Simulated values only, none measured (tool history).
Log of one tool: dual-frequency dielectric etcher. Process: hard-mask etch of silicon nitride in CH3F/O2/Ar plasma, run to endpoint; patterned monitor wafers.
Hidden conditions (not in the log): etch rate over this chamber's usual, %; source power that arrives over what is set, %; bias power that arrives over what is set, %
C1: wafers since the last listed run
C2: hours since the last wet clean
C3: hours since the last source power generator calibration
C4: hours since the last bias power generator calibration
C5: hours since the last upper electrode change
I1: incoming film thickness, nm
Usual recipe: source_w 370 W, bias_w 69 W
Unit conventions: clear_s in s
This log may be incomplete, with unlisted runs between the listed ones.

Run 1, hour 0.0: usual settings but source_w 400 W, bias_w 77 W; C1 0; C2 266.4; C3 4440.5; C4 4138.8; C5 4151.7; I1 41.69. Result: clear_s 67.5 s.
Run 2, hour 31.6: usual settings; C1 401; C2 298.0; C3 4472.1; C4 4170.4; C5 4183.3; I1 41.50. Result: clear_s 71.9 s.
Run 3, hour 80.2: usual settings; C1 617; C2 346.6; C3 4520.7; C4 4219.0; C5 4231.9; I1 40.87. Result: clear_s 70.7 s.
Run 4, hour 112.3: usual settings; C1 408; C2 378.7; C3 4552.8; C4 4251.1; C5 4264.0; I1 41.84. Result: clear_s 72.9 s.
Run 5, hour 188.5: usual settings; C1 968; C2 454.9; C3 4629.0; C4 4327.3; C5 4340.2; I1 41.06. Result: clear_s 71.7 s.
Run 6, hour 239.7: usual settings; C1 650; C2 506.1; C3 4680.2; C4 4378.5; C5 4391.4; I1 41.59. Result: clear_s 73.0 s.
Run 7, hour 270.8: usual settings; C1 395; C2 537.2; C3 4711.3; C4 4409.6; C5 4422.5; I1 41.53. Result: clear_s 73.2 s.
At hour 304.2: wet clean of the chamber.
At hour 333.0: source power generator calibrated.
Run 8, hour 333.5: usual settings; C1 441; C2 29.3; C3 0.5; C4 4472.3; C5 4485.2; I1 42.00. Result: clear_s 71.7 s.
Run 9, hour 379.2: usual settings; C1 581; C2 75.0; C3 46.2; C4 4518.0; C5 4530.9; I1 40.80. Result: clear_s 70.2 s.
Run 10, hour 433.0: usual settings but bias_w 76 W; C1 683; C2 128.8; C3 100.0; C4 4571.8; C5 4584.7; I1 41.50. Result: clear_s 69.3 s.
At hour 457.8: bias power generator calibrated.
Run 11, hour 490.6: usual settings but bias_w 76 W; C1 681; C2 186.4; C3 157.6; C4 32.8; C5 4642.3; I1 41.41. Result: clear_s 69.4 s.
Run 12, hour 523.0: usual settings but source_w 450 W, bias_w 59 W; C1 411; C2 218.8; C3 190.0; C4 65.2; C5 4674.7; I1 41.77. Result: clear_s 72.0 s.
Run 13, hour 583.2: usual settings but source_w 420 W, bias_w 79 W; C1 765; C2 279.0; C3 250.2; C4 125.4; C5 4734.9; I1 41.40. Result: clear_s 65.7 s.
Run 14, hour 685.9: usual settings but source_w 290 W, bias_w 52 W; C1 1305; C2 381.7; C3 352.9; C4 228.1; C5 4837.6; I1 41.73. Result: clear_s 87.3 s.
Run 15, hour 732.0: usual settings; C1 586; C2 427.8; C3 399.0; C4 274.2; C5 4883.7; I1 41.32. Result: clear_s 72.5 s.
Run 16, hour 798.8: usual settings but source_w 340 W, bias_w 77 W; C1 849; C2 494.6; C3 465.8; C4 341.0; C5 4950.5; I1 41.48. Result: clear_s 72.2 s.
Run 17, hour 823.1: usual settings but bias_w 77 W; C1 308; C2 518.9; C3 490.1; C4 365.3; C5 4974.8; I1 41.62. Result: clear_s 70.4 s.
Run 18, hour 849.5: usual settings but source_w 420 W, bias_w 57 W; C1 335; C2 545.3; C3 516.5; C4 391.7; C5 5001.2; I1 41.54. Result: clear_s 75.9 s.
At hour 906.0: wet clean of the chamber.
Run 19, hour 926.1: usual settings but bias_w 78 W; C1 668; C2 20.1; C3 593.1; C4 468.3; C5 5077.8; I1 41.56. Result: clear_s 68.7 s.
Run 20, hour 969.8: usual settings; C1 555; C2 63.8; C3 636.8; C4 512.0; C5 5121.5; I1 41.32. Result: clear_s 70.8 s.
Run 21, hour 1029.5: usual settings but source_w 410 W, bias_w 60 W; C1 759; C2 123.5; C3 696.5; C4 571.7; C5 5181.2; I1 41.83. Result: clear_s 73.3 s.

Run 22 is up next; what results do you expect?
Run 22, hour 1079.2: usual settings but source_w 340 W, bias_w 53 W; C1 631; C2 173.2; C3 746.2; C4 621.4; C5 5230.9; I1 41.51. Result: clear_s ?.

Run 22 gave clear_s 80.7 s.
Without the tool's hidden state the same run would have given clear_s 79.7 s.
